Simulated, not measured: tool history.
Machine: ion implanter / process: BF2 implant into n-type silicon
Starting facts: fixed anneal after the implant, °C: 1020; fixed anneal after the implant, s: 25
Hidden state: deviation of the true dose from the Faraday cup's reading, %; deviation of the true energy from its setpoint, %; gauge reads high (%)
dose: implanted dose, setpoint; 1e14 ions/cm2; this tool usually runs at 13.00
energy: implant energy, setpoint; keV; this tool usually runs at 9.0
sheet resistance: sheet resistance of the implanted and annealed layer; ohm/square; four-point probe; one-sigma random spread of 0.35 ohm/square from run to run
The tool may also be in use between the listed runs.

run   hour   dose  energy  wafers since the last listed run  hours since the last dose calibration  hours since the extraction supply was calibrated  hours since the gauge calibration  read-back reference wafer on the same gauge, sheet resistance  sheet resistance
  1    0.0  13.00     8.0                                 0                                  717.8                                            2903.5                              182.6                                                         198.86            190.93
  2   76.9  13.00     8.0                              1700                                  794.7                                            2980.4                              259.5                                                         198.94            190.82
  3  112.8  13.92     9.0                               793                                  830.6                                            3016.3                              295.4                                                         199.06            183.14
  4  129.7  13.92     9.0                               373                                  847.5                                            3033.2                              312.3                                                         199.03            183.86
  5  150.9  13.92     9.0                               468                                  868.7                                            3054.4                              333.5                                                         199.04            183.08
  6  172.2  13.00     9.0                               470                                  890.0                                            3075.7                              354.8                                                         199.05            186.00
     213.9  -- gauge calibrated
     242.7  -- Faraday cup replaced and dose calibrated
  7  275.7  13.00     9.0                              2111                                   33.0                                            3179.2                               61.8                                                         199.04            187.75
  8  292.5  13.00     9.0                               371                                   49.8                                            3196.0                               78.6                                                         199.01            187.65
  9  320.5  13.00     9.0                               619                                   77.8                                            3224.0                              106.6                                                         199.03            187.56
 10  333.9  13.00     9.0                               296                                   91.2                                            3237.4                              120.0                                                         198.95            187.40
     355.6  -- extraction supply calibrated
 11  362.3  13.00     9.0                               451                                  119.6                                               6.7                              148.4                                                         199.01            187.26
 12  395.2  15.95    10.0                               727                                  152.5                                              39.6                              181.3                                                         198.96            176.56
 13  427.6  11.49    11.5                               716                                  184.9                                              72.0                              213.7                                                         199.06            183.57
 14  446.5  13.00     9.0                               417                                  203.8                                              90.9                              232.6                                                         198.91            187.18

What will run 15 give?
 15  474.8  14.09     9.0                               625                                  232.1                                             119.2                              260.9                                                              ?                 ?

{"run 15": {"read-back reference wafer on the same gauge, sheet resistance": 199.05, "sheet resistance": 183.43}}
With no hidden state in the tool, this same run would have given sheet resistance 183.99 ohm/square.

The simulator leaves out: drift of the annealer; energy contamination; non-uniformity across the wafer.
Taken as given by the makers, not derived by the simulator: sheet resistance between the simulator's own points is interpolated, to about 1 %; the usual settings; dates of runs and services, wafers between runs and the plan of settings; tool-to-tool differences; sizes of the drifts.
